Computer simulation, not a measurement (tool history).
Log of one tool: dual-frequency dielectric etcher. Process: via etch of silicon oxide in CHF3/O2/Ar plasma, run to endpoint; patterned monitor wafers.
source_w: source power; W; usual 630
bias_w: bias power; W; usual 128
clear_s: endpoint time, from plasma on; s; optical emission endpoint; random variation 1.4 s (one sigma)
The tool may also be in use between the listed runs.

run,hour,source_w,bias_w,"incoming incoming film thickness, nm",clear_s
1,0,710,128,682,361
2,14.5,710,128,681.5,360.7
3,26.3,710,128,687.4,359.8
4,40.9,630,128,686.5,383.1
5,56.9,630,128,678.4,381.7
6,65.9,630,128,684.9,388.1
# hour 76.8: source power generator calibrated
7,80.7,630,128,679.1,378.7
# hour 85.6: bias power generator calibrated
8,96,750,101,681.1,375.5
9,107.6,630,128,683.9,388.2
10,121.6,790,98,684,371.9
# hour 145.7: wet clean of the chamber
# hour 154.1: upper electrode replaced
11,154.6,730,152,675.1,325.7
12,155,730,128,681.5,342.2
13,171.7,730,109,678.1,357.2
14,188.1,590,99,676.4,406.2
15,197,630,156,684.5,350.7

3 ways to go on from here, each from the tool as it stands after run 15. What would each give?
A,197.5,510,128,685.7,?
B,197.5,520,112,685.7,?
C,197.5,780,145,685.7,?

run,clear_s
A,414.4
B,425.8
C,326.2
Without the tool's hidden state the same runs would have given:
run,clear_s
A,413.6
B,424.9
C,325.6
